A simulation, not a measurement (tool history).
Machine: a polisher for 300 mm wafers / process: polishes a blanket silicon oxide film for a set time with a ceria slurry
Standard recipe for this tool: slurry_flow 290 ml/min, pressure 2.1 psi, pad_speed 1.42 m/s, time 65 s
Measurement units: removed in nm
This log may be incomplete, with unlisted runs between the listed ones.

| run | day | slurry_flow | pressure | pad_speed | time | wafers since the last listed run | wafers polished on this pad | hours since the slurry nozzle was cleaned | hours since the head pressure was calibrated | incoming thickness of the incoming film, nm | removed |
|---|---|---|---|---|---|---|---|---|---|---|---|
| 1 | 0 | 290 | 2.1 | 1.42 | 65 | 0 | 279 | 167.3 | 148 | 790.4 | 229.3 |
| 2 | 0.667 | 290 | 2.1 | 1.42 | 65 | 157 | 437 | 183.3 | 164 | 791.7 | 225.7 |
| 3 | 1.2 | 290 | 2.1 | 1.42 | 65 | 126 | 563 | 196.1 | 176.8 | 779.3 | 229.1 |
| 4 | 2.067 | 290 | 1.7 | 1.14 | 65 | 204 | 768 | 216.9 | 197.6 | 797.4 | 155.3 |
| 5 | 2.912 | 290 | 1.7 | 1.14 | 65 | 199 | 968 | 237.2 | 217.9 | 788.4 | 155.7 |
| 6 | 3.867 | 290 | 1.7 | 1.14 | 65 | 225 | 1193 | 260.1 | 240.8 | 787.3 | 154.6 |
|  | 4.512 | worn pad replaced by a new one |
| 7 | 5.325 | 290 | 2.1 | 1.78 | 65 | 305 | 192 | 295.1 | 275.8 | 777.5 | 284.6 |
| 8 | 5.996 | 290 | 2.6 | 1.42 | 65 | 158 | 350 | 311.2 | 291.9 | 772.9 | 267.8 |
| 9 | 7.367 | 290 | 2.6 | 1.42 | 65 | 324 | 674 | 344.1 | 324.8 | 782.9 | 261.3 |
| 10 | 8.317 | 290 | 2.6 | 1.42 | 65 | 224 | 899 | 366.9 | 347.6 | 785.7 | 261.2 |
| 11 | 9.329 | 290 | 2.1 | 1.42 | 65 | 239 | 1138 | 391.2 | 371.9 | 785.5 | 219.6 |
| 12 | 9.838 | 290 | 2.1 | 1.76 | 65 | 120 | 1258 | 403.4 | 384.1 | 795.3 | 272.3 |
|  | 10.804 | worn pad replaced by a new one |
| 13 | 10.933 | 290 | 2.1 | 1.76 | 65 | 219 | 30 | 429.7 | 410.4 | 780.8 | 280.2 |
| 14 | 12.167 | 290 | 2.1 | 1.76 | 65 | 291 | 322 | 459.3 | 440 | 784 | 273.5 |
| 15 | 13.433 | 355 | 2.4 | 1.88 | 79 | 299 | 621 | 489.7 | 470.4 | 791.3 | 392.6 |
|  | 13.912 | slurry nozzle cleaned |
| 16 | 14.758 | 385 | 2.4 | 1.68 | 51 | 303 | 924 | 20.3 | 502.2 | 790.4 | 230.2 |
|  | 15.308 | head pressure recalibrated |
| 17 | 15.762 | 220 | 2.1 | 1.42 | 44 | 217 | 1142 | 44.4 | 10.9 | 795.1 | 152.1 |
|  | 16.208 | worn pad replaced by a new one |
| 18 | 16.917 | 290 | 2.1 | 1.42 | 48 | 233 | 167 | 72.1 | 38.6 | 793.1 | 169.5 |
| 19 | 17.871 | 290 | 2.1 | 1.78 | 65 | 225 | 393 | 95 | 61.5 | 782.4 | 288.4 |
| 20 | 18.517 | 355 | 2.1 | 1 | 55 | 152 | 546 | 110.5 | 77 | 779.8 | 140.2 |
| 21 | 20 | 215 | 2.1 | 1.64 | 43 | 350 | 896 | 146.1 | 112.6 | 784.3 | 169.8 |
|  | 21.788 | worn pad replaced by a new one |
| 22 | 22.946 | 290 | 2.1 | 1.42 | 65 | 656 | 274 | 216.8 | 183.3 | 797.6 | 225.5 |
| 23 | 23.533 | 290 | 1.6 | 1.42 | 51 | 138 | 413 | 230.9 | 197.4 | 784.6 | 146.4 |
| 24 | 24.625 | 290 | 2.1 | 1.42 | 65 | 258 | 671 | 257.1 | 223.6 | 801.2 | 224.9 |
| 25 | 25.508 | 380 | 2.1 | 1.42 | 82 | 208 | 880 | 278.3 | 244.8 | 783.3 | 290.6 |
| 26 | 26.771 | 290 | 2.1 | 1.84 | 65 | 298 | 1178 | 308.6 | 275.1 | 794.2 | 291 |
|  | 27.646 | worn pad replaced by a new one |
| 27 | 28.088 | 290 | 1.9 | 1.42 | 77 | 271 | 104 | 340.2 | 306.7 | 773.1 | 249.5 |
| 28 | 29.425 | 290 | 2.1 | 1.42 | 65 | 316 | 420 | 372.3 | 338.8 | 792.9 | 227.6 |

For each run, what was the tool's unlogged condition?
removal rate lost through wear of the pad, %: 0 on each run
slurry flow missing at the pad, %: 0 on each run
H1: deviation of the head's pressure from its setpoint, %
| run | H1 |
|---|---|
| 1 | -1.7 |
| 2 | -1.92 |
| 3 | -2.1 |
| 4 | -2.39 |
| 5 | -2.67 |
| 6 | -2.99 |
| 7 | -3.48 |
| 8 | -3.7 |
| 9 | -4.16 |
| 10 | -4.47 |
| 11 | -4.81 |
| 12 | -4.98 |
| 13 | -5.35 |
| 14 | -5.76 |
| 15 | -6.18 |
| 16 | -6.62 |
| 17 | 0.0268 |
| 18 | -0.358 |
| 19 | -0.677 |
| 20 | -0.892 |
| 21 | -1.39 |
| 22 | -2.37 |
| 23 | -2.57 |
| 24 | -2.93 |
| 25 | -3.23 |
| 26 | -3.65 |
| 27 | -4.09 |
| 28 | -4.53 |
